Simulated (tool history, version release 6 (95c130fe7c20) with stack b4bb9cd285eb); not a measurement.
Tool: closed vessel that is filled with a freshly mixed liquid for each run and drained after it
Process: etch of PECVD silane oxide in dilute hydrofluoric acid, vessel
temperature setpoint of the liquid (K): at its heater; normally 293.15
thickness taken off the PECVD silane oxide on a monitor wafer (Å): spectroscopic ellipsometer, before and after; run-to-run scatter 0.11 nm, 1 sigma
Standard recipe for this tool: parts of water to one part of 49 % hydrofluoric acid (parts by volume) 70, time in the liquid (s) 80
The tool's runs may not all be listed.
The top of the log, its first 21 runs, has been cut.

| run | hour | temperature setpoint of the liquid (K) | parts of water to one part of 49 % hydrofluoric acid (parts by volume) | time in the liquid (s) | read-back film thickness of the PECVD silane oxide reference wafer, read on the same gauge (nm) | thickness taken off the PECVD silane oxide on a monitor wafer (Å) |
|---|---|---|---|---|---|---|
| 22 | 1549 | 290.15 | 70 | 130 | 89.98 | 449.5 |
| 23 | 1604.2 | 293.15 | 60 | 80 | 89.99 | 369.8 |
|  | 1622.1 | thermometer replaced |
| 24 | 1699.4 | 293.15 | 70 | 80 | 90 | 297.6 |
| 25 | 1782.2 | 290.15 | 40 | 35 | 90 | 208.7 |
| 26 | 2061.1 | 293.15 | 70 | 80 | 89.99 | 303.3 |
| 27 | 2142.3 | 297.15 | 90 | 95 | 90 | 322.9 |
| 28 | 2178.4 | 293.15 | 70 | 80 | 90 | 303.3 |
|  | 2209.4 | hydrofluoric acid flow meter replaced |
| 29 | 2234.9 | 293.15 | 70 | 80 | 90.01 | 304.4 |
| 30 | 2340 | 293.15 | 80 | 80 | 90 | 263 |
| 31 | 2440.8 | 291.15 | 105 | 65 | 90.03 | 147 |

The next listed run, before its measurement:
|  | 2508.1 | gauge calibrated |
| 32 | 2531.3 | 293.15 | 55 | 35 | ? | ? |

read-back film thickness of the PECVD silane oxide reference wafer, read on the same gauge (nm): 89.99
thickness taken off the PECVD silane oxide on a monitor wafer (Å): 175.2
With no hidden state in the tool, this same run would have given thickness taken off the PECVD silane oxide on a monitor wafer (Å) 169.3.

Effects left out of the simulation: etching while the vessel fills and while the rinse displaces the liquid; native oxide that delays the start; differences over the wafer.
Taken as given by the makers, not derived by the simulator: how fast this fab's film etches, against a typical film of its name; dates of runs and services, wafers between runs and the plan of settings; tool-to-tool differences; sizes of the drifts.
